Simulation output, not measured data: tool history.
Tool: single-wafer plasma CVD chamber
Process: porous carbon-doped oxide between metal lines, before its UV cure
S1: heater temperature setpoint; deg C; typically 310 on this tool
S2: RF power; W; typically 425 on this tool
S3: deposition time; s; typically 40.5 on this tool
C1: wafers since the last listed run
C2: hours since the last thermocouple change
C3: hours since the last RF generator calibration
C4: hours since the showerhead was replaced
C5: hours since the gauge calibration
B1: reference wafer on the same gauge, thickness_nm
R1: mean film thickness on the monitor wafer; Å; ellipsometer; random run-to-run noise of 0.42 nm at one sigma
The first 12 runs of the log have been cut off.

-- day=6.746 RF generator calibrated
run 13 day=6.767 | S1=318 S2=425 S3=40.5 | C1=12 C2=2130.8 C3=0.5 C4=41.4 C5=250.6 | B1=167.857 | R1=1700.79
run 14 day=7.325 | S1=318 S2=425 S3=40.5 | C1=332 C2=2144.2 C3=13.9 C4=54.8 C5=264 | B1=168.005 | R1=1711.48
run 15 day=7.638 | S1=310 S2=425 S3=40.5 | C1=186 C2=2151.7 C3=21.4 C4=62.3 C5=271.5 | B1=168.023 | R1=1771.12
-- day=7.921 gauge calibrated
run 16 day=7.979 | S1=305 S2=425 S3=40.5 | C1=203 C2=2159.9 C3=29.6 C4=70.5 C5=1.4 | B1=168.101 | R1=1811.54
run 17 day=8.729 | S1=310 S2=425 S3=40.5 | C1=446 C2=2177.9 C3=47.6 C4=88.5 C5=19.4 | B1=168.01 | R1=1768.75
run 18 day=9.083 | S1=305 S2=375 S3=38.3 | C1=210 C2=2186.4 C3=56.1 C4=97 C5=27.9 | B1=168.016 | R1=1537.11
run 19 day=9.475 | S1=323 S2=505 S3=48.2 | C1=233 C2=2195.8 C3=65.5 C4=106.4 C5=37.3 | B1=167.828 | R1=2254.58
run 20 day=9.746 | S1=324 S2=340 S3=45.2 | C1=161 C2=2202.3 C3=72 C4=112.9 C5=43.8 | B1=168.006 | R1=1517.74
run 21 day=10.138 | S1=310 S2=425 S3=35 | C1=233 C2=2211.7 C3=81.4 C4=122.3 C5=53.2 | B1=168.044 | R1=1536.78
run 22 day=10.633 | S1=310 S2=425 S3=40.5 | C1=295 C2=2223.6 C3=93.3 C4=134.2 C5=65.1 | B1=167.933 | R1=1777.8
run 23 day=10.917 | S1=298 S2=425 S3=37.2 | C1=168 C2=2230.4 C3=100.1 C4=141 C5=71.9 | B1=167.871 | R1=1725.85
-- day=11.512 thermocouple changed; heater temperature recalibrated
run 24 day=11.588 | S1=310 S2=490 S3=40.5 | C1=201 C2=1.8 C3=116.2 C4=157.1 C5=88 | B1=168.021 | R1=1981.3
run 25 day=12.133 | S1=320 S2=475 S3=46.5 | C1=325 C2=14.9 C3=129.3 C4=170.2 C5=101.1 | B1=167.993 | R1=2114.06
run 26 day=12.458 | S1=306 S2=495 S3=40.5 | C1=193 C2=22.7 C3=137.1 C4=178 C5=108.9 | B1=167.991 | R1=2029.23
run 27 day=13.2 | S1=310 S2=425 S3=43.5 | C1=441 C2=40.5 C3=154.9 C4=195.8 C5=126.7 | B1=168.063 | R1=1900.14
run 28 day=13.538 | S1=310 S2=400 S3=46.8 | C1=201 C2=48.6 C3=163 C4=203.9 C5=134.8 | B1=167.902 | R1=1937.15
run 29 day=14.008 | S1=310 S2=425 S3=40.5 | C1=280 C2=59.9 C3=174.3 C4=215.2 C5=146.1 | B1=168.164 | R1=1765.09
run 30 day=14.388 | S1=310 S2=425 S3=40.5 | C1=225 C2=69 C3=183.4 C4=224.3 C5=155.2 | B1=167.908 | R1=1765.18
run 31 day=15.033 | S1=310 S2=425 S3=40.5 | C1=384 C2=84.5 C3=198.9 C4=239.8 C5=170.7 | B1=167.895 | R1=1761.99
run 32 day=15.654 | S1=305 S2=505 S3=45.1 | C1=369 C2=99.4 C3=213.8 C4=254.7 C5=185.6 | B1=168.13 | R1=2294.51
run 33 day=16.25 | S1=324 S2=425 S3=40.5 | C1=354 C2=113.7 C3=228.1 C4=269 C5=199.9 | B1=167.889 | R1=1658.83

5 options for the next run, each taken on its own from the tool as it stands now. Forecast them:
run A day=16.267 | S1=310 S2=425 S3=33.3 | C1=9 C2=114.1 C3=228.5 C4=269.4 C5=200.3 | B1=? | R1=?
run B day=16.267 | S1=310 S2=385 S3=38.1 | C1=9 C2=114.1 C3=228.5 C4=269.4 C5=200.3 | B1=? | R1=?
run C day=16.267 | S1=303 S2=360 S3=40.5 | C1=9 C2=114.1 C3=228.5 C4=269.4 C5=200.3 | B1=? | R1=?
run D day=16.267 | S1=320 S2=505 S3=40.5 | C1=9 C2=114.1 C3=228.5 C4=269.4 C5=200.3 | B1=? | R1=?
run E day=16.267 | S1=303 S2=425 S3=44.7 | C1=9 C2=114.1 C3=228.5 C4=269.4 C5=200.3 | B1=? | R1=?

run=A B1=168.073 R1=1457.49
run=B B1=168.073 R1=1524.87
run=C B1=168.073 R1=1575.85
run=D B1=168.073 R1=1928.77
run=E B1=168.073 R1=2008.66
Without the tool's hidden state the same runs would have given:
run=A R1=1469.6
run=B R1=1537.98
run=C R1=1589.39
run=D R1=1942.47
run=E R1=2025.35
